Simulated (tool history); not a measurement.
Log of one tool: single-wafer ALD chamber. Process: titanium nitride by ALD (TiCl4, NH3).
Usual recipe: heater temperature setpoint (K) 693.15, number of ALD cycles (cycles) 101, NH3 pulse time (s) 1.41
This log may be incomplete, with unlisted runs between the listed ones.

run,hour,heater temperature setpoint (K),number of ALD cycles (cycles),NH3 pulse time (s),"read-back reference wafer on the same gauge, thickness_nm",mean film thickness on the monitor wafer (angstrom)
1,0.0,693.15,101,1.41,2.010,23.81
2,177.1,693.15,101,1.41,2.010,23.76
3,237.7,693.15,101,1.41,2.011,23.78
4,290.1,693.15,101,1.41,2.010,23.81
5,327.3,693.15,101,1.41,2.011,23.79
6,395.6,693.15,101,1.41,2.009,23.77
7,432.4,693.15,101,1.41,2.010,23.88
8,465.5,693.15,101,1.41,2.010,23.90
# hour 482.2: gauge calibrated
9,505.2,693.15,105,1.41,2.011,24.84
10,555.2,693.15,105,1.41,2.011,24.73
11,619.3,693.15,101,1.41,2.012,23.85
12,652.3,693.15,101,1.41,2.010,23.78
13,677.3,693.15,101,1.41,2.011,23.81
14,811.2,693.15,101,1.41,2.009,23.77
15,864.3,693.15,101,1.41,2.011,23.80
16,914.4,693.15,101,1.41,2.009,23.76
17,972.2,693.15,101,1.79,2.009,23.96
# hour 1002.1: showerhead replaced
18,1017.2,693.15,101,1.79,2.011,24.08
19,1045.5,681.15,101,1.41,2.009,23.55
20,1070.2,693.15,101,1.41,2.010,23.86
21,1139.0,687.15,106,1.06,2.009,24.76
22,1191.7,683.15,107,1.80,2.009,25.18
23,1224.1,693.15,101,1.41,2.009,23.77
24,1250.4,693.15,101,1.17,2.009,23.58
25,1285.1,705.15,84,1.79,2.010,20.02
26,1323.9,697.15,101,1.19,2.009,23.68
27,1355.6,693.15,90,1.59,2.011,21.36
# hour 1391.7: thermocouple changed; heater temperature recalibrated
28,1419.4,693.15,101,1.41,2.010,23.79
29,1469.1,687.15,101,1.70,2.011,23.87
30,1522.5,678.15,114,1.10,2.011,26.46
31,1575.1,693.15,115,1.41,2.009,27.24
32,1605.4,682.15,91,1.61,2.010,21.43
# hour 1645.3: gauge calibrated
33,1669.6,693.15,101,1.41,2.010,23.77
34,1736.6,683.15,88,1.65,2.011,20.83
35,1768.3,693.15,88,1.81,2.009,20.89
36,1971.5,683.15,84,1.09,2.008,19.48
37,2030.0,686.15,106,1.55,2.009,25.00
38,2057.2,693.15,92,1.41,2.010,21.72

What the log doesn't show, run by run:
wafer temperature above the value expected at the setpoint (K): 0, the same for each run
gauge reads high (%): 0, the same for each run
